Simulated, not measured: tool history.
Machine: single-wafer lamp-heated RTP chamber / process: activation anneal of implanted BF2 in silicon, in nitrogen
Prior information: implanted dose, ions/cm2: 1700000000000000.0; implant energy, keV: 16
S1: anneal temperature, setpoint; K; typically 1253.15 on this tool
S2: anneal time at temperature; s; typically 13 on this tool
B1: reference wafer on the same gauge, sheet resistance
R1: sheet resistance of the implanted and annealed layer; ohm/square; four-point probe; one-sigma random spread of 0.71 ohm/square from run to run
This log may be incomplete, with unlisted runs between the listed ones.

run 1 hour=0.0 | S1=1253.15 S2=13 | B1=228.95 | R1=252.13
run 2 hour=38.0 | S1=1253.15 S2=13 | B1=229.03 | R1=252.33
-- hour=70.9 pyrometer window cleaned and pyrometer calibrated
run 3 hour=73.8 | S1=1253.15 S2=13 | B1=228.99 | R1=254.59
-- hour=118.3 reflector plate cleaned
run 4 hour=122.8 | S1=1253.15 S2=13 | B1=229.05 | R1=256.53
run 5 hour=175.8 | S1=1253.15 S2=13 | B1=229.21 | R1=256.56
run 6 hour=218.0 | S1=1253.15 S2=16 | B1=229.08 | R1=247.64
run 7 hour=248.1 | S1=1253.15 S2=16 | B1=229.13 | R1=247.89
run 8 hour=274.8 | S1=1253.15 S2=16 | B1=229.06 | R1=246.13
-- hour=324.7 pyrometer window cleaned and pyrometer calibrated
run 9 hour=325.4 | S1=1253.15 S2=13 | B1=228.98 | R1=257.78
-- hour=383.8 reflector plate cleaned
run 10 hour=410.5 | S1=1253.15 S2=13 | B1=229.12 | R1=258.01
run 11 hour=452.6 | S1=1253.15 S2=13 | B1=229.13 | R1=256.93
run 12 hour=492.9 | S1=1253.15 S2=13 | B1=229.18 | R1=254.63
run 13 hour=576.8 | S1=1253.15 S2=20 | B1=229.07 | R1=238.23
-- hour=605.0 gauge calibrated
-- hour=629.6 pyrometer window cleaned and pyrometer calibrated
run 14 hour=637.4 | S1=1263.15 S2=19 | B1=229.03 | R1=221.85
-- hour=683.1 reflector plate cleaned
run 15 hour=689.7 | S1=1274.15 S2=7 | B1=228.88 | R1=239.82
run 16 hour=750.6 | S1=1272.15 S2=7 | B1=228.67 | R1=242.90
run 17 hour=812.3 | S1=1241.15 S2=9 | B1=229.08 | R1=288.23
-- hour=877.9 pyrometer window cleaned and pyrometer calibrated
run 18 hour=879.9 | S1=1253.15 S2=13 | B1=229.05 | R1=256.94
run 19 hour=924.3 | S1=1253.15 S2=13 | B1=229.08 | R1=253.94
run 20 hour=975.5 | S1=1227.15 S2=6 | B1=229.28 | R1=321.02
-- hour=1008.4 reflector plate cleaned
run 21 hour=1008.9 | S1=1242.15 S2=19 | B1=228.65 | R1=267.04
run 22 hour=1061.3 | S1=1253.15 S2=18 | B1=228.87 | R1=244.10
run 23 hour=1122.5 | S1=1253.15 S2=13 | B1=229.18 | R1=254.58
-- hour=1140.2 pyrometer window cleaned and pyrometer calibrated
run 24 hour=1188.7 | S1=1277.15 S2=13 | B1=229.02 | R1=212.63
-- hour=1278.2 reflector plate cleaned
run 25 hour=1372.0 | S1=1239.15 S2=17 | B1=228.99 | R1=275.13

What was the tool's hidden state at every run in the log?
gauge reads high (%): 0 across all the runs
H1: true wafer temperature minus pyrometer reading, K
H2: wafer temperature error from the tarnished reflector plate, K
run=1 H1=3.17 H2=1.53
run=2 H1=3.27 H2=2.13
run=3 H1=0.257 H2=2.78
run=4 H1=1.41 H2=0.833
run=5 H1=2.12 H2=0.947
run=6 H1=2.46 H2=1.18
run=7 H1=2.62 H2=1.42
run=8 H1=2.72 H2=1.68
run=9 H1=0.0881 H2=2.32
run=10 H1=1.81 H2=0.188
run=11 H1=2.22 H2=0.327
run=12 H1=2.47 H2=0.575
run=13 H1=2.74 H2=1.45
run=14 H1=0.327 H2=2.39
run=15 H1=1.47 H2=0.354
run=16 H1=2.19 H2=0.51
run=17 H1=2.57 H2=0.93
run=18 H1=0.527 H2=1.69
run=19 H1=1.6 H2=2.37
run=20 H1=2.34 H2=3.31
run=21 H1=2.64 H2=0.504
run=22 H1=2.94 H2=0.6
run=23 H1=3.13 H2=0.954
run=24 H1=1.31 H2=1.63
run=25 H1=2.77 H2=0.742
